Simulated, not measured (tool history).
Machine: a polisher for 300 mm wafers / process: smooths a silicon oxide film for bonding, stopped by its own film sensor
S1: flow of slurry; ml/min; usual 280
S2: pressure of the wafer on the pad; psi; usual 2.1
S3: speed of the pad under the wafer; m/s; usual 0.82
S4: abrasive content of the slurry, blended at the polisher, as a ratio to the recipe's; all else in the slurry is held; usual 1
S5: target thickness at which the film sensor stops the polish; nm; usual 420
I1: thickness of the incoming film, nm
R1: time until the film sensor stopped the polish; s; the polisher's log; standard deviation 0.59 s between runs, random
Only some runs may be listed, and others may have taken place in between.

{"run": 1, "hour": 0.0, "S1": 280, "S2": 2.1, "S3": 0.82, "S4": 1, "S5": 420, "I1": 462, "R1": 70}
{"run": 2, "hour": 107.6, "S1": 280, "S2": 2.1, "S3": 0.82, "S4": 1, "S5": 420, "I1": 464.7, "R1": 74.1}
{"hour": 120.2, "done": "worn pad replaced by a new one"}
{"run": 3, "hour": 169.4, "S1": 280, "S2": 2.1, "S3": 0.82, "S4": 1, "S5": 420, "I1": 466.5, "R1": 77.2}
{"hour": 251.8, "done": "slurry blender recalibrated"}
{"run": 4, "hour": 257.0, "S1": 280, "S2": 2.1, "S3": 0.82, "S4": 1, "S5": 420, "I1": 456.9, "R1": 61.5}
{"hour": 358.1, "done": "slurry nozzle cleaned"}
{"run": 5, "hour": 362.1, "S1": 280, "S2": 2.1, "S3": 0.82, "S4": 1, "S5": 420, "I1": 465.3, "R1": 75.9}
{"run": 6, "hour": 411.8, "S1": 280, "S2": 2.1, "S3": 0.82, "S4": 1, "S5": 420, "I1": 459.7, "R1": 67.1}
{"run": 7, "hour": 488.9, "S1": 280, "S2": 2.1, "S3": 0.82, "S4": 1, "S5": 420, "I1": 456.5, "R1": 59.6}
{"run": 8, "hour": 526.5, "S1": 240, "S2": 2.1, "S3": 0.82, "S4": 1, "S5": 420, "I1": 460.7, "R1": 68.2}
{"hour": 538.9, "done": "worn pad replaced by a new one"}
{"run": 9, "hour": 598.5, "S1": 240, "S2": 2.1, "S3": 0.82, "S4": 1, "S5": 420, "I1": 463, "R1": 72.3}
{"run": 10, "hour": 656.7, "S1": 280, "S2": 2.1, "S3": 0.9, "S4": 1, "S5": 420, "I1": 464.9, "R1": 69.7}
{"hour": 685.8, "done": "slurry blender recalibrated"}
{"run": 11, "hour": 810.9, "S1": 280, "S2": 2.1, "S3": 0.9, "S4": 1, "S5": 420, "I1": 461.8, "R1": 65}
{"hour": 854.8, "done": "slurry nozzle cleaned"}
{"hour": 942.8, "done": "head pressure recalibrated"}
{"run": 12, "hour": 982.9, "S1": 280, "S2": 2.1, "S3": 0.9, "S4": 1, "S5": 420, "I1": 454.3, "R1": 54.5}
{"hour": 1040.5, "done": "worn pad replaced by a new one"}
{"hour": 1124.0, "done": "slurry blender recalibrated"}
{"run": 13, "hour": 1218.5, "S1": 280, "S2": 2.1, "S3": 0.82, "S4": 1, "S5": 420, "I1": 466.7, "R1": 77.8}
{"hour": 1275.2, "done": "slurry nozzle cleaned"}
{"run": 14, "hour": 1295.8, "S1": 280, "S2": 2.8, "S3": 0.82, "S4": 1.25, "S5": 420, "I1": 450.8, "R1": 35}
{"run": 15, "hour": 1364.0, "S1": 340, "S2": 2.3, "S3": 0.7, "S4": 1, "S5": 408, "I1": 451, "R1": 70.3}
{"hour": 1454.6, "done": "worn pad replaced by a new one"}
{"hour": 1593.0, "done": "slurry blender recalibrated"}
{"run": 16, "hour": 1651.8, "S1": 180, "S2": 2.8, "S3": 0.82, "S4": 1.2, "S5": 415, "I1": 462.5, "R1": 56.1}
{"hour": 1667.0, "done": "slurry nozzle cleaned"}
{"run": 17, "hour": 1695.6, "S1": 280, "S2": 2.1, "S3": 0.9, "S4": 1, "S5": 420, "I1": 464.5, "R1": 70.2}
{"run": 18, "hour": 1765.0, "S1": 240, "S2": 1.7, "S3": 0.82, "S4": 1, "S5": 410, "I1": 460.5, "R1": 103.3}
{"run": 19, "hour": 1810.1, "S1": 280, "S2": 2.1, "S3": 0.82, "S4": 1, "S5": 420, "I1": 458.3, "R1": 62.8}
{"hour": 1834.6, "done": "worn pad replaced by a new one"}
{"run": 20, "hour": 1849.2, "S1": 380, "S2": 2.6, "S3": 0.6, "S4": 1, "S5": 428, "I1": 459.2, "R1": 47.5}
{"run": 21, "hour": 1956.3, "S1": 315, "S2": 2.1, "S3": 0.96, "S4": 1, "S5": 420, "I1": 461, "R1": 60.7}
{"run": 22, "hour": 2037.8, "S1": 325, "S2": 2.7, "S3": 0.58, "S4": 1.1, "S5": 420, "I1": 462, "R1": 59.2}
{"hour": 2069.4, "done": "slurry blender recalibrated"}
{"run": 23, "hour": 2079.4, "S1": 330, "S2": 2.1, "S3": 0.82, "S4": 0.85, "S5": 424, "I1": 462.8, "R1": 69.6}
{"run": 24, "hour": 2117.5, "S1": 195, "S2": 1.7, "S3": 1.04, "S4": 1.1, "S5": 420, "I1": 460.2, "R1": 69.6}
{"hour": 2135.3, "done": "head pressure recalibrated"}
{"hour": 2167.4, "done": "slurry nozzle cleaned"}
{"run": 25, "hour": 2177.8, "S1": 280, "S2": 2.1, "S3": 0.82, "S4": 1, "S5": 420, "I1": 458.6, "R1": 65.1}
{"run": 26, "hour": 2229.4, "S1": 240, "S2": 1.7, "S3": 0.82, "S4": 1, "S5": 410, "I1": 460.9, "R1": 107.9}

Forecast each of these 3 alternatives for the next run:
{"run": "A", "hour": 2229.8, "S1": 280, "S2": 2.1, "S3": 0.82, "S4": 1, "S5": 413, "I1": 457.9, "R1": "?"}
{"run": "B", "hour": 2229.8, "S1": 250, "S2": 2.1, "S3": 0.82, "S4": 1, "S5": 420, "I1": 457.9, "R1": "?"}
{"run": "C", "hour": 2229.8, "S1": 280, "S2": 2.1, "S3": 0.74, "S4": 0.9, "S5": 432, "I1": 457.9, "R1": "?"}

run=A R1=77.2
run=B R1=65.9
run=C R1=50.3
The same runs, with their run-to-run variation unchanged, on a tool lacking any hidden condition would have given:
run=A R1=77.4
run=B R1=66
run=C R1=50.4

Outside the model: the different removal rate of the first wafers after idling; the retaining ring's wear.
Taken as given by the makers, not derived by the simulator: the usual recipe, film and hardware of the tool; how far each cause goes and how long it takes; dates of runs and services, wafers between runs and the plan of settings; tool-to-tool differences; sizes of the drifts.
